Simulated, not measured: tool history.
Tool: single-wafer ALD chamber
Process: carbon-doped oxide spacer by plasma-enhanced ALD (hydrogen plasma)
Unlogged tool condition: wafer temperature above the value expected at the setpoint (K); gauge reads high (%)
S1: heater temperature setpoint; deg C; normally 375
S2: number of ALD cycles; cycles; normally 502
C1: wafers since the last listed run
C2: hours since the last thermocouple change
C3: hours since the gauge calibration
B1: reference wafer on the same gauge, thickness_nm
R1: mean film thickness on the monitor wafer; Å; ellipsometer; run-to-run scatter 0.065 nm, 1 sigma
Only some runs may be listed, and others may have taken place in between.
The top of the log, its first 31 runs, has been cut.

Run 32, hour 3168.1: usual settings but S1 385 deg C, S2 411 cycles; C1 68; C2 640.3; C3 236.3; B1 29.378. Result: R1 211.93 Å.
Run 33, hour 3270.3: usual settings but S1 380 deg C; C1 83; C2 742.5; C3 338.5; B1 29.421. Result: R1 258.39 Å.
Run 34, hour 3374.3: usual settings but S1 383 deg C, S2 590 cycles; C1 84; C2 846.5; C3 442.5; B1 29.412. Result: R1 303.23 Å.
Run 35, hour 3432.3: usual settings; C1 47; C2 904.5; C3 500.5; B1 29.391. Result: R1 258.49 Å.
Run 36, hour 3493.2: usual settings but S1 365 deg C, S2 583 cycles; C1 49; C2 965.4; C3 561.4; B1 29.397. Result: R1 299.79 Å.
Run 37, hour 3677.9: usual settings but S1 385 deg C, S2 562 cycles; C1 150; C2 1150.1; C3 746.1; B1 29.43. Result: R1 289.57 Å.
Run 38, hour 3774.2: usual settings but S1 390 deg C, S2 410 cycles; C1 78; C2 1246.4; C3 842.4; B1 29.379. Result: R1 210.92 Å.
Run 39, hour 3879.8: usual settings but S1 381 deg C, S2 582 cycles; C1 85; C2 1352; C3 948; B1 29.436. Result: R1 299.81 Å.
Run 40, hour 3986.9: usual settings but S1 389 deg C, S2 456 cycles; C1 86; C2 1459.1; C3 1055.1; B1 29.396. Result: R1 234.6 Å.
Run 41, hour 4094.2: usual settings but S1 366 deg C, S2 595 cycles; C1 87; C2 1566.4; C3 1162.4; B1 29.401. Result: R1 306.31 Å.

Below are 3 alternative next runs, each starting from the tool's condition after run 41. Predict each:
Run A, hour 4095.4: usual settings; C1 0; C2 1567.6; C3 1163.6; B1 ?. Result: R1 ?.
Run B, hour 4095.4: usual settings but S1 363 deg C; C1 0; C2 1567.6; C3 1163.6; B1 ?. Result: R1 ?.
Run C, hour 4095.4: usual settings but S2 402 cycles; C1 0; C2 1567.6; C3 1163.6; B1 ?. Result: R1 ?.

run      B1      R1
  A  29.409   257.8
  B  29.409   257.8
  C  29.409  206.44
Stripped of hidden state, with their random variation kept, the same runs would have yielded:
run      R1
  A   257.8
  B   257.8
  C  206.44
